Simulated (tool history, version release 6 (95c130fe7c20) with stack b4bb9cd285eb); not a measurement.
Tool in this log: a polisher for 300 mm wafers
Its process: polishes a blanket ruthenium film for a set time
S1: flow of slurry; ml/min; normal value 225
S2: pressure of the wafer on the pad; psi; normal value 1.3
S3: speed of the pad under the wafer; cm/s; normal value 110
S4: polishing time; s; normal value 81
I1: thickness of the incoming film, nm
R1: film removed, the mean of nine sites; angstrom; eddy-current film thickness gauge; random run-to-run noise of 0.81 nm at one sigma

run    hour   S1   S2   S3  S4     I1    R1
  1     0.0  225  1.3  110  81  628.0   697
  2    95.4  175  1.3  110  60  621.6   485
  3   185.7  175  1.3  110  60  614.4   467
  4   226.1  225  1.7  110  81  609.6   855
      292.5  -- head pressure recalibrated
      293.7  -- worn pad replaced by a new one
  5   517.3  180  1.6  110  81  611.2   800
      575.4  -- slurry nozzle cleaned
  6   621.2  225  1.3  110  81  614.1   723
  7   694.3  225  1.3  110  81  626.0   705
      787.7  -- worn pad replaced by a new one
  8   788.9  225  1.3   92  81  625.9   581
  9   853.3  225  1.3   92  81  625.0   564
 10   937.6  225  1.3   92  81  612.1   549
 11  1001.6  225  1.0   98  81  626.6   436
     1077.4  -- head pressure recalibrated
 12  1108.1  225  1.0   98  81  619.6   474
 13  1159.5  225  1.3  110  81  627.2   683
 14  1252.6  225  1.3  110  81  610.0   668
     1276.0  -- worn pad replaced by a new one
 15  1298.9  225  1.4  110  81  613.9   696
     1370.3  -- slurry nozzle cleaned
 16  1392.5  225  1.4  110  81  615.3   754
 17  1468.9  225  1.4  110  81  611.7   736
 18  1506.5  225  1.3   92  81  619.4   573
 19  1579.1  225  1.1   74  81  628.2   383
 20  1634.3  300  1.5   80  81  626.0   566
 21  1694.7  225  1.3   80  54  622.5   315
     1785.6  -- worn pad replaced by a new one
 22  1801.1  225  1.4  110  81  626.6   662
     1876.7  -- head pressure recalibrated
 23  1908.7  225  1.3  120  59  611.7   561
 24  2004.4  255  1.3   96  81  621.0   604
 25  2064.1  250  0.9  122  68  624.5   437
     2108.0  -- slurry nozzle cleaned
 26  2123.8  260  1.6  132  94  632.2  1203
 27  2210.4  225  1.5  122  81  612.5   882
 28  2293.7  225  1.3  110  81  621.1   684
 29  2376.3  225  1.3   98  81  623.4   605
     2402.4  -- worn pad replaced by a new one
 30  2454.7  225  1.3   78  81  620.9   466
 31  2538.6  255  0.9  122  98  625.1   606
     2563.0  -- head pressure recalibrated
 32  2620.7  225  1.3  110  81  619.9   690
 33  2673.3  225  1.3  110  81  623.0   679
 34  2743.8  295  1.3   88  81  625.9   568
     2790.1  -- slurry nozzle cleaned
 35  2811.7  225  1.1  110  81  611.2   589

3 options for the next run, each taken on its own from the tool as it stands now. Forecast them:
  A  2812.1  225  1.3  110  81  626.3   ?
  B  2812.1  170  1.5  110  81  626.3   ?
  C  2812.1  195  1.3  110  92  626.3   ?

run   R1
  A  699
  B  770
  C  779
Without the tool's hidden state the same runs would have given:
run   R1
  A  720
  B  794
  C  802
